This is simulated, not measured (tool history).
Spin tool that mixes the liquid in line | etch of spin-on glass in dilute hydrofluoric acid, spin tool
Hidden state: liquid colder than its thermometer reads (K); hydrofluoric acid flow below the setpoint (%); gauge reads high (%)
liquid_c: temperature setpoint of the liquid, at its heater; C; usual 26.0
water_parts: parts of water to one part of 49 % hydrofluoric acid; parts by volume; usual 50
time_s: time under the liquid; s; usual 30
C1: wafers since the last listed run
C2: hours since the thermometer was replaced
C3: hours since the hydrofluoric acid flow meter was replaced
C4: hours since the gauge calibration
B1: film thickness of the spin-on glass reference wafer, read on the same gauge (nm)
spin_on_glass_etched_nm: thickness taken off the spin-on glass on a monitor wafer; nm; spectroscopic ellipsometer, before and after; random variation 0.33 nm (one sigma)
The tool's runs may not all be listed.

{"run": 1, "hour": 0.0, "liquid_c": 26.0, "water_parts": 40, "time_s": 30, "C1": 0, "C2": 2364.9, "C3": 1042.2, "C4": 2068.6, "B1": 90.0, "spin_on_glass_etched_nm": 38.44}
{"run": 2, "hour": 62.0, "liquid_c": 26.0, "water_parts": 50, "time_s": 30, "C1": 921, "C2": 2426.9, "C3": 1104.2, "C4": 2130.6, "B1": 90.01, "spin_on_glass_etched_nm": 30.1}
{"run": 3, "hour": 102.0, "liquid_c": 26.0, "water_parts": 50, "time_s": 30, "C1": 594, "C2": 2466.9, "C3": 1144.2, "C4": 2170.6, "B1": 89.97, "spin_on_glass_etched_nm": 29.49}
{"run": 4, "hour": 143.3, "liquid_c": 26.0, "water_parts": 50, "time_s": 30, "C1": 613, "C2": 2508.2, "C3": 1185.5, "C4": 2211.9, "B1": 90.03, "spin_on_glass_etched_nm": 29.8}
{"run": 5, "hour": 177.0, "liquid_c": 26.0, "water_parts": 50, "time_s": 30, "C1": 500, "C2": 2541.9, "C3": 1219.2, "C4": 2245.6, "B1": 89.95, "spin_on_glass_etched_nm": 29.14}
{"hour": 212.6, "done": "gauge calibrated"}
{"run": 6, "hour": 238.4, "liquid_c": 26.0, "water_parts": 50, "time_s": 30, "C1": 912, "C2": 2603.3, "C3": 1280.6, "C4": 25.8, "B1": 89.97, "spin_on_glass_etched_nm": 29.18}
{"run": 7, "hour": 301.7, "liquid_c": 26.0, "water_parts": 50, "time_s": 30, "C1": 941, "C2": 2666.6, "C3": 1343.9, "C4": 89.1, "B1": 90.02, "spin_on_glass_etched_nm": 28.85}
{"hour": 317.6, "done": "hydrofluoric acid flow meter replaced"}
{"hour": 324.6, "done": "thermometer replaced"}
{"run": 8, "hour": 351.9, "liquid_c": 26.0, "water_parts": 50, "time_s": 30, "C1": 716, "C2": 27.3, "C3": 34.3, "C4": 139.3, "B1": 90.0, "spin_on_glass_etched_nm": 35.6}
{"run": 9, "hour": 400.6, "liquid_c": 26.0, "water_parts": 50, "time_s": 30, "C1": 723, "C2": 76.0, "C3": 83.0, "C4": 188.0, "B1": 89.97, "spin_on_glass_etched_nm": 36.46}
{"run": 10, "hour": 558.9, "liquid_c": 22.5, "water_parts": 30, "time_s": 45, "C1": 2353, "C2": 234.3, "C3": 241.3, "C4": 346.3, "B1": 90.01, "spin_on_glass_etched_nm": 78.67}
{"run": 11, "hour": 603.4, "liquid_c": 21.5, "water_parts": 50, "time_s": 15, "C1": 661, "C2": 278.8, "C3": 285.8, "C4": 390.8, "B1": 90.0, "spin_on_glass_etched_nm": 14.61}
{"run": 12, "hour": 700.9, "liquid_c": 30.0, "water_parts": 30, "time_s": 30, "C1": 1449, "C2": 376.3, "C3": 383.3, "C4": 488.3, "B1": 89.99, "spin_on_glass_etched_nm": 70.17}
{"run": 13, "hour": 768.6, "liquid_c": 24.0, "water_parts": 30, "time_s": 30, "C1": 1006, "C2": 444.0, "C3": 451.0, "C4": 556.0, "B1": 89.99, "spin_on_glass_etched_nm": 53.9}
{"run": 14, "hour": 963.6, "liquid_c": 28.5, "water_parts": 35, "time_s": 15, "C1": 2898, "C2": 639.0, "C3": 646.0, "C4": 751.0, "B1": 90.0, "spin_on_glass_etched_nm": 27.28}
{"run": 15, "hour": 1000.0, "liquid_c": 23.0, "water_parts": 35, "time_s": 35, "C1": 541, "C2": 675.4, "C3": 682.4, "C4": 787.4, "B1": 90.01, "spin_on_glass_etched_nm": 49.54}
{"run": 16, "hour": 1034.1, "liquid_c": 28.5, "water_parts": 55, "time_s": 15, "C1": 506, "C2": 709.5, "C3": 716.5, "C4": 821.5, "B1": 89.99, "spin_on_glass_etched_nm": 16.76}
{"run": 17, "hour": 1095.9, "liquid_c": 30.0, "water_parts": 60, "time_s": 20, "C1": 918, "C2": 771.3, "C3": 778.3, "C4": 883.3, "B1": 90.01, "spin_on_glass_etched_nm": 21.0}
{"run": 18, "hour": 1120.2, "liquid_c": 26.0, "water_parts": 50, "time_s": 30, "C1": 361, "C2": 795.6, "C3": 802.6, "C4": 907.6, "B1": 89.99, "spin_on_glass_etched_nm": 33.08}
{"run": 19, "hour": 1170.6, "liquid_c": 26.0, "water_parts": 70, "time_s": 25, "C1": 749, "C2": 846.0, "C3": 853.0, "C4": 958.0, "B1": 90.03, "spin_on_glass_etched_nm": 18.59}
{"run": 20, "hour": 1221.0, "liquid_c": 30.5, "water_parts": 60, "time_s": 40, "C1": 749, "C2": 896.4, "C3": 903.4, "C4": 1008.4, "B1": 90.03, "spin_on_glass_etched_nm": 42.09}
{"run": 21, "hour": 1289.5, "liquid_c": 28.0, "water_parts": 40, "time_s": 30, "C1": 1018, "C2": 964.9, "C3": 971.9, "C4": 1076.9, "B1": 90.06, "spin_on_glass_etched_nm": 43.99}
{"run": 22, "hour": 1344.2, "liquid_c": 29.5, "water_parts": 65, "time_s": 15, "C1": 813, "C2": 1019.6, "C3": 1026.6, "C4": 1131.6, "B1": 89.95, "spin_on_glass_etched_nm": 13.85}
{"run": 23, "hour": 1379.5, "liquid_c": 24.0, "water_parts": 35, "time_s": 40, "C1": 524, "C2": 1054.9, "C3": 1061.9, "C4": 1166.9, "B1": 89.97, "spin_on_glass_etched_nm": 57.04}
{"run": 24, "hour": 1429.9, "liquid_c": 26.0, "water_parts": 50, "time_s": 30, "C1": 749, "C2": 1105.3, "C3": 1112.3, "C4": 1217.3, "B1": 90.03, "spin_on_glass_etched_nm": 31.36}
{"run": 25, "hour": 1537.5, "liquid_c": 26.0, "water_parts": 50, "time_s": 30, "C1": 1599, "C2": 1212.9, "C3": 1219.9, "C4": 1324.9, "B1": 89.96, "spin_on_glass_etched_nm": 30.5}
{"run": 26, "hour": 1569.1, "liquid_c": 26.0, "water_parts": 50, "time_s": 30, "C1": 469, "C2": 1244.5, "C3": 1251.5, "C4": 1356.5, "B1": 90.06, "spin_on_glass_etched_nm": 30.99}
{"run": 27, "hour": 1596.1, "liquid_c": 28.5, "water_parts": 50, "time_s": 30, "C1": 401, "C2": 1271.5, "C3": 1278.5, "C4": 1383.5, "B1": 90.0, "spin_on_glass_etched_nm": 34.14}
{"run": 28, "hour": 1639.1, "liquid_c": 26.0, "water_parts": 50, "time_s": 15, "C1": 639, "C2": 1314.5, "C3": 1321.5, "C4": 1426.5, "B1": 89.96, "spin_on_glass_etched_nm": 14.99}
{"hour": 1673.1, "done": "hydrofluoric acid flow meter replaced"}
{"run": 29, "hour": 1741.6, "liquid_c": 21.0, "water_parts": 40, "time_s": 15, "C1": 1508, "C2": 1417.0, "C3": 68.5, "C4": 1529.0, "B1": 90.01, "spin_on_glass_etched_nm": 17.44}
{"run": 30, "hour": 1769.2, "liquid_c": 26.0, "water_parts": 50, "time_s": 30, "C1": 410, "C2": 1444.6, "C3": 96.1, "C4": 1556.6, "B1": 89.98, "spin_on_glass_etched_nm": 34.54}
{"run": 31, "hour": 1813.0, "liquid_c": 23.5, "water_parts": 30, "time_s": 50, "C1": 651, "C2": 1488.4, "C3": 139.9, "C4": 1600.4, "B1": 90.0, "spin_on_glass_etched_nm": 88.12}
{"run": 32, "hour": 1864.4, "liquid_c": 24.0, "water_parts": 65, "time_s": 40, "C1": 764, "C2": 1539.8, "C3": 191.3, "C4": 1651.8, "B1": 89.99, "spin_on_glass_etched_nm": 30.99}

Forecast run 33:
{"run": 33, "hour": 1896.4, "liquid_c": 26.0, "water_parts": 50, "time_s": 30, "C1": 475, "C2": 1571.8, "C3": 223.3, "C4": 1683.8, "B1": "?", "spin_on_glass_etched_nm": "?"}

{"run 33": {"B1": 89.97, "spin_on_glass_etched_nm": 33.53}}
Without the tool's hidden state the same run would have given spin_on_glass_etched_nm 36.68 nm.
